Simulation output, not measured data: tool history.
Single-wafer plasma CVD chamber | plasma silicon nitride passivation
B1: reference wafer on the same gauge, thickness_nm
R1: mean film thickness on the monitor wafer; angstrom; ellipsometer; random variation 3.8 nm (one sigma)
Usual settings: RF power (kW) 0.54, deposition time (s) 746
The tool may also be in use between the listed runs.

{"run": 1, "hour": 0.0, "RF power (kW)": 0.49, "deposition time (s)": 746, "B1": 929.982, "R1": 10496.65}
{"run": 2, "hour": 128.4, "RF power (kW)": 0.49, "deposition time (s)": 746, "B1": 930.442, "R1": 10426.97}
{"run": 3, "hour": 178.3, "RF power (kW)": 0.54, "deposition time (s)": 861, "B1": 929.985, "R1": 12734.17}
{"run": 4, "hour": 216.8, "RF power (kW)": 0.54, "deposition time (s)": 861, "B1": 928.73, "R1": 12700.76}
{"run": 5, "hour": 264.6, "RF power (kW)": 0.54, "deposition time (s)": 861, "B1": 929.622, "R1": 12583.32}
{"run": 6, "hour": 307.6, "RF power (kW)": 0.54, "deposition time (s)": 746, "B1": 930.625, "R1": 10972.95}
{"run": 7, "hour": 464.0, "RF power (kW)": 0.54, "deposition time (s)": 746, "B1": 929.319, "R1": 10988.46}
{"run": 8, "hour": 508.9, "RF power (kW)": 0.54, "deposition time (s)": 746, "B1": 930.098, "R1": 10959.2}
{"run": 9, "hour": 534.3, "RF power (kW)": 0.54, "deposition time (s)": 746, "B1": 930.445, "R1": 10936.78}
{"hour": 556.2, "done": "gauge calibrated"}
{"run": 10, "hour": 585.4, "RF power (kW)": 0.54, "deposition time (s)": 746, "B1": 930.289, "R1": 10924.17}
{"run": 11, "hour": 623.3, "RF power (kW)": 0.465, "deposition time (s)": 672, "B1": 930.235, "R1": 9099.72}
{"run": 12, "hour": 683.9, "RF power (kW)": 0.465, "deposition time (s)": 672, "B1": 930.29, "R1": 9009.95}
{"run": 13, "hour": 751.8, "RF power (kW)": 0.465, "deposition time (s)": 672, "B1": 930.137, "R1": 9028.62}
{"run": 14, "hour": 789.2, "RF power (kW)": 0.565, "deposition time (s)": 655, "B1": 929.241, "R1": 9695.07}
{"run": 15, "hour": 857.3, "RF power (kW)": 0.585, "deposition time (s)": 847, "B1": 929.72, "R1": 12798.21}
{"hour": 893.6, "done": "RF generator calibrated"}
{"run": 16, "hour": 905.7, "RF power (kW)": 0.54, "deposition time (s)": 863, "B1": 930.172, "R1": 12851.81}
{"hour": 952.4, "done": "showerhead replaced"}
{"run": 17, "hour": 977.6, "RF power (kW)": 0.54, "deposition time (s)": 657, "B1": 930.329, "R1": 9735.37}
{"run": 18, "hour": 1013.7, "RF power (kW)": 0.59, "deposition time (s)": 685, "B1": 928.925, "R1": 10624.51}
{"run": 19, "hour": 1065.8, "RF power (kW)": 0.54, "deposition time (s)": 786, "B1": 930.397, "R1": 11713.15}
{"run": 20, "hour": 1090.3, "RF power (kW)": 0.54, "deposition time (s)": 877, "B1": 930.064, "R1": 13071.75}
{"run": 21, "hour": 1162.3, "RF power (kW)": 0.585, "deposition time (s)": 847, "B1": 930.071, "R1": 13131.2}
{"run": 22, "hour": 1194.1, "RF power (kW)": 0.64, "deposition time (s)": 881, "B1": 929.41, "R1": 14221.71}
{"run": 23, "hour": 1254.9, "RF power (kW)": 0.5, "deposition time (s)": 605, "B1": 929.879, "R1": 8631.92}
{"run": 24, "hour": 1304.1, "RF power (kW)": 0.54, "deposition time (s)": 746, "B1": 928.955, "R1": 11036.38}
{"run": 25, "hour": 1374.6, "RF power (kW)": 0.45, "deposition time (s)": 746, "B1": 929.737, "R1": 10075.88}
{"run": 26, "hour": 1412.3, "RF power (kW)": 0.54, "deposition time (s)": 816, "B1": 929.713, "R1": 12170.22}
{"run": 27, "hour": 1567.2, "RF power (kW)": 0.59, "deposition time (s)": 685, "B1": 930.869, "R1": 10653.55}

What the log doesn't show, run by run:
gauge reads high (%): 0 in every run
H1: delivered RF power above the setpoint (%)
run=1 H1=-1.65
run=2 H1=-2.07
run=3 H1=-2.25
run=4 H1=-2.39
run=5 H1=-2.58
run=6 H1=-2.75
run=7 H1=-3.44
run=8 H1=-3.66
run=9 H1=-3.78
run=10 H1=-4.04
run=11 H1=-4.23
run=12 H1=-4.56
run=13 H1=-4.94
run=14 H1=-5.16
run=15 H1=-5.56
run=16 H1=-0.5
run=17 H1=-0.512
run=18 H1=-0.525
run=19 H1=-0.552
run=20 H1=-0.569
run=21 H1=-0.629
run=22 H1=-0.661
run=23 H1=-0.734
run=24 H1=-0.802
run=25 H1=-0.914
run=26 H1=-0.982
run=27 H1=-1.31
